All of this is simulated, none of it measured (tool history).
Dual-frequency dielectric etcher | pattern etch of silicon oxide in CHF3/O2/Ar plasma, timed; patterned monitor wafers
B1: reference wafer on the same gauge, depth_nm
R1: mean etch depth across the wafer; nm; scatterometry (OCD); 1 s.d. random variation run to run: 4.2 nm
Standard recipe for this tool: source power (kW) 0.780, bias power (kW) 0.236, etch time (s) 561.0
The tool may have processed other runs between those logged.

{"run": 1, "hour": 0.0, "source power (kW)": 0.78, "bias power (kW)": 0.236, "etch time (s)": 561.0, "B1": 1459.9, "R1": 1266.5}
{"run": 2, "hour": 11.6, "source power (kW)": 0.78, "bias power (kW)": 0.236, "etch time (s)": 561.0, "B1": 1462.0, "R1": 1259.3}
{"run": 3, "hour": 19.3, "source power (kW)": 0.78, "bias power (kW)": 0.236, "etch time (s)": 561.0, "B1": 1458.4, "R1": 1261.1}
{"run": 4, "hour": 39.5, "source power (kW)": 0.78, "bias power (kW)": 0.236, "etch time (s)": 561.0, "B1": 1459.2, "R1": 1264.3}
{"run": 5, "hour": 47.2, "source power (kW)": 0.78, "bias power (kW)": 0.236, "etch time (s)": 561.0, "B1": 1460.7, "R1": 1261.2}
{"hour": 60.0, "done": "gauge calibrated"}
{"run": 6, "hour": 64.2, "source power (kW)": 0.78, "bias power (kW)": 0.236, "etch time (s)": 561.0, "B1": 1457.3, "R1": 1261.5}
{"run": 7, "hour": 75.8, "source power (kW)": 0.78, "bias power (kW)": 0.236, "etch time (s)": 561.0, "B1": 1461.6, "R1": 1262.5}
{"run": 8, "hour": 85.0, "source power (kW)": 0.78, "bias power (kW)": 0.236, "etch time (s)": 561.0, "B1": 1459.2, "R1": 1268.1}
{"hour": 112.2, "done": "wet clean of the chamber"}
{"run": 9, "hour": 112.7, "source power (kW)": 0.78, "bias power (kW)": 0.236, "etch time (s)": 561.0, "B1": 1458.8, "R1": 1219.2}
{"run": 10, "hour": 113.1, "source power (kW)": 0.78, "bias power (kW)": 0.236, "etch time (s)": 438.5, "B1": 1457.6, "R1": 950.1}
{"run": 11, "hour": 119.3, "source power (kW)": 0.78, "bias power (kW)": 0.236, "etch time (s)": 438.5, "B1": 1461.0, "R1": 955.7}
{"run": 12, "hour": 135.1, "source power (kW)": 0.78, "bias power (kW)": 0.236, "etch time (s)": 513.5, "B1": 1461.2, "R1": 1122.1}
{"hour": 155.3, "done": "source power generator calibrated"}
{"run": 13, "hour": 155.8, "source power (kW)": 0.78, "bias power (kW)": 0.236, "etch time (s)": 561.0, "B1": 1459.7, "R1": 1224.2}
{"hour": 184.2, "done": "upper electrode replaced"}
{"run": 14, "hour": 184.7, "source power (kW)": 0.78, "bias power (kW)": 0.236, "etch time (s)": 561.0, "B1": 1459.6, "R1": 1231.3}
{"run": 15, "hour": 185.2, "source power (kW)": 0.69, "bias power (kW)": 0.194, "etch time (s)": 561.0, "B1": 1462.6, "R1": 1120.8}
{"run": 16, "hour": 195.5, "source power (kW)": 0.96, "bias power (kW)": 0.207, "etch time (s)": 472.5, "B1": 1458.3, "R1": 1057.1}
{"run": 17, "hour": 204.9, "source power (kW)": 0.69, "bias power (kW)": 0.256, "etch time (s)": 561.0, "B1": 1460.9, "R1": 1224.3}
{"run": 18, "hour": 211.9, "source power (kW)": 0.69, "bias power (kW)": 0.258, "etch time (s)": 654.5, "B1": 1458.9, "R1": 1439.5}
{"run": 19, "hour": 226.3, "source power (kW)": 0.72, "bias power (kW)": 0.236, "etch time (s)": 669.0, "B1": 1460.5, "R1": 1435.6}
{"hour": 251.0, "done": "bias power generator calibrated"}
{"run": 20, "hour": 266.7, "source power (kW)": 0.78, "bias power (kW)": 0.186, "etch time (s)": 561.0, "B1": 1461.2, "R1": 1152.7}
{"run": 21, "hour": 283.4, "source power (kW)": 0.78, "bias power (kW)": 0.236, "etch time (s)": 561.0, "B1": 1461.0, "R1": 1238.5}
{"run": 22, "hour": 291.4, "source power (kW)": 0.78, "bias power (kW)": 0.236, "etch time (s)": 438.5, "B1": 1460.6, "R1": 967.8}
{"run": 23, "hour": 299.1, "source power (kW)": 0.78, "bias power (kW)": 0.236, "etch time (s)": 414.5, "B1": 1461.5, "R1": 913.3}
{"run": 24, "hour": 331.7, "source power (kW)": 0.96, "bias power (kW)": 0.267, "etch time (s)": 561.0, "B1": 1459.9, "R1": 1371.0}
{"run": 25, "hour": 343.2, "source power (kW)": 0.78, "bias power (kW)": 0.236, "etch time (s)": 561.0, "B1": 1460.1, "R1": 1251.3}
{"run": 26, "hour": 349.4, "source power (kW)": 0.78, "bias power (kW)": 0.236, "etch time (s)": 561.0, "B1": 1460.7, "R1": 1246.5}
{"run": 27, "hour": 366.9, "source power (kW)": 0.78, "bias power (kW)": 0.273, "etch time (s)": 393.5, "B1": 1457.5, "R1": 917.0}
{"run": 28, "hour": 396.8, "source power (kW)": 0.91, "bias power (kW)": 0.278, "etch time (s)": 684.5, "B1": 1460.9, "R1": 1677.2}
{"run": 29, "hour": 413.8, "source power (kW)": 0.78, "bias power (kW)": 0.236, "etch time (s)": 561.0, "B1": 1462.3, "R1": 1248.9}
{"run": 30, "hour": 420.0, "source power (kW)": 0.66, "bias power (kW)": 0.263, "etch time (s)": 484.0, "B1": 1458.0, "R1": 1061.6}
{"run": 31, "hour": 426.1, "source power (kW)": 0.91, "bias power (kW)": 0.236, "etch time (s)": 561.0, "B1": 1458.6, "R1": 1309.8}

Alternative continuations, all from the tool just after run 31; predict every row:
{"run": "A", "hour": 426.7, "source power (kW)": 0.78, "bias power (kW)": 0.236, "etch time (s)": 561.0, "B1": "?", "R1": "?"}
{"run": "B", "hour": 426.7, "source power (kW)": 0.84, "bias power (kW)": 0.215, "etch time (s)": 561.0, "B1": "?", "R1": "?"}
{"run": "C", "hour": 426.7, "source power (kW)": 0.63, "bias power (kW)": 0.191, "etch time (s)": 515.5, "B1": "?", "R1": "?"}

run=A B1=1459.0 R1=1252.1
run=B B1=1459.0 R1=1243.5
run=C B1=1459.0 R1=1015.1
Take away the tool's hidden state, keep each run's random variation, and the runs would have read:
run=A R1=1221.7
run=B R1=1213.3
run=C R1=990.5
